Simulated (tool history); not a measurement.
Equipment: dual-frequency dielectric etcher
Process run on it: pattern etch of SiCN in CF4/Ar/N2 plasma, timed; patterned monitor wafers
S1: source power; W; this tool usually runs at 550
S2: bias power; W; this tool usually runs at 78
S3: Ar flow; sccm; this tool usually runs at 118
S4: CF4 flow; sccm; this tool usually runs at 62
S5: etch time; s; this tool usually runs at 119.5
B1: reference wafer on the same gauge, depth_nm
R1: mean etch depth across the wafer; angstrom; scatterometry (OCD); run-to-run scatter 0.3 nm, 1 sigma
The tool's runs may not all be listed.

run   hour   S1  S2   S3  S4     S5     B1    R1
  1      0  550  78  118  62  119.5    117  1202
  2   31.3  550  78  118  62  119.5    117  1199
  3   44.5  550  78  118  62  119.5    117  1197
      75.5  -- upper electrode replaced
  4     76  550  78  118  62  119.5    117  1203
  5   90.6  550  78   91  62  119.5    117  1269
  6  120.3  550  78  118  62  119.5    117  1198
  7    147  630  90  118  62  119.5    117  1374
     159.8  -- CF4 flow controller replaced
  8  181.8  420  78  118  62  119.5    117  1009
  9  211.8  680  78  118  47  144.5  117.1  1583
     216.3  -- bias power generator calibrated
 10  240.8  550  78  118  62  119.5    117  1217
 11    263  550  65   94  74  119.5  117.1  1255
     302.7  -- wet clean of the chamber
 12  303.2  550  94  131  62  119.5    117  1267
 13    304  550  78  118  62  119.5    117  1220
 14    329  470  78  118  62  119.5    117  1098
 15  351.9  410  94   95  62  119.5  117.1  1123
 16  375.3  550  78  118  62  119.5    117  1209
 17    411  550  78  118  62   86.5    117   877
 18  441.3  550  78  118  62  134.5    117  1366
 19    455  660  69  118  62  119.5    117  1323
 20  474.4  550  78   89  48    138  116.9  1432
 21  491.7  550  78  118  62  119.5  117.1  1205

4 ways to go on from here, each from the tool as it stands after run 21. What would each give?
  A  492.1  550  78  118  62  119.5   ?   ?
  B  492.1  550  78  118  62    133   ?   ?
  C  492.1  450  59   93  62  119.5   ?   ?
  D  492.1  550  78  104  62  150.5   ?   ?

run   B1    R1
  A  117  1214
  B  117  1351
  C  117  1037
  D  117  1572
Without the tool's hidden state the same runs would have given:
run    R1
  A  1221
  B  1359
  C  1043
  D  1581

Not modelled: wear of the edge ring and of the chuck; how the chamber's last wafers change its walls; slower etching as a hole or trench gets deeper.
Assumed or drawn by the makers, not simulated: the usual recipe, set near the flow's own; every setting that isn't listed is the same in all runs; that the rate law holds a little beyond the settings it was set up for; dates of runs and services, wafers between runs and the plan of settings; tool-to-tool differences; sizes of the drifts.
